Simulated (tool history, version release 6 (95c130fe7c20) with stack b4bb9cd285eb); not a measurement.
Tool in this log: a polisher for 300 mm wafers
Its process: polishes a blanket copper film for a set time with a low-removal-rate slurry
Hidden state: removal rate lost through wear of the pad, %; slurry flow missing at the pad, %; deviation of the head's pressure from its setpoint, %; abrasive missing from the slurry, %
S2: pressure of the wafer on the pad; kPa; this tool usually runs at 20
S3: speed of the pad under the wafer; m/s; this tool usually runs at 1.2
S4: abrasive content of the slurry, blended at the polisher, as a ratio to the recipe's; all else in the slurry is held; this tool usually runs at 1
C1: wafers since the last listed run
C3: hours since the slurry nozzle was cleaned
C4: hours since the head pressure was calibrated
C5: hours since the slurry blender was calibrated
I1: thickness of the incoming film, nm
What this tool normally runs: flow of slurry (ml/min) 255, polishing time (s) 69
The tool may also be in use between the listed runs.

Run 1, day 0: usual settings; C1 0; wafers polished on this pad 359; C3 686.7; C4 1207.9; C5 58.4; I1 884.3. Result: film removed (nm) 249.
At day 0.517: worn pad replaced by a new one.
Run 2, day 0.667: usual settings; C1 138; wafers polished on this pad 41; C3 702.7; C4 1223.9; C5 74.4; I1 870.5. Result: film removed (nm) 257.4.
Run 3, day 1.208: usual settings; C1 149; wafers polished on this pad 190; C3 715.7; C4 1236.9; C5 87.4; I1 867.9. Result: film removed (nm) 255.3.
Run 4, day 1.608: usual settings; C1 110; wafers polished on this pad 301; C3 725.3; C4 1246.5; C5 97; I1 880.5. Result: film removed (nm) 250.3.
At day 2.229: worn pad replaced by a new one.
Run 5, day 2.25: usual settings; C1 131; wafers polished on this pad 5; C3 740.7; C4 1261.9; C5 112.4; I1 891.1. Result: film removed (nm) 262.8.
Run 6, day 2.733: usual settings; C1 133; wafers polished on this pad 139; C3 752.3; C4 1273.5; C5 124; I1 881.4. Result: film removed (nm) 260.8.
Run 7, day 3.029: usual settings but flow of slurry (ml/min) 275; C1 81; wafers polished on this pad 221; C3 759.4; C4 1280.6; C5 131.1; I1 877.7. Result: film removed (nm) 259.8.
Run 8, day 3.458: usual settings but flow of slurry (ml/min) 310, S2 24.1 kPa, S3 0.84 m/s, S4 0.9; C1 118; wafers polished on this pad 340; C3 769.7; C4 1290.9; C5 141.4; I1 875.1. Result: film removed (nm) 207.9.
At day 4.071: head pressure recalibrated.
At day 4.175: slurry nozzle cleaned.
Run 9, day 4.204: usual settings but flow of slurry (ml/min) 210, S3 1.02 m/s, S4 0.9, polishing time (s) 54; C1 171; wafers polished on this pad 511; C3 0.7; C4 3.2; C5 159.3; I1 868.5. Result: film removed (nm) 150.4.
At day 4.338: slurry blender recalibrated.
At day 4.4: worn pad replaced by a new one.
Run 10, day 4.725: usual settings; C1 104; wafers polished on this pad 90; C3 13.2; C4 15.7; C5 9.3; I1 870.4. Result: film removed (nm) 261.5.
Run 11, day 5.404: usual settings; C1 187; wafers polished on this pad 278; C3 29.5; C4 32; C5 25.6; I1 881.7. Result: film removed (nm) 257.7.

Expected results for the next run?
At day 6.15: worn pad replaced by a new one.
Run 12, day 6.171: usual settings but S3 1.52 m/s; C1 166; wafers polished on this pad 5; C3 47.9; C4 50.4; C5 44; I1 879.6. Result: film removed (nm) ?.

{"run 12": {"film removed (nm)": 327.7}}
Minus the tool's unlogged condition, the same run would have read film removed (nm) 330.6.
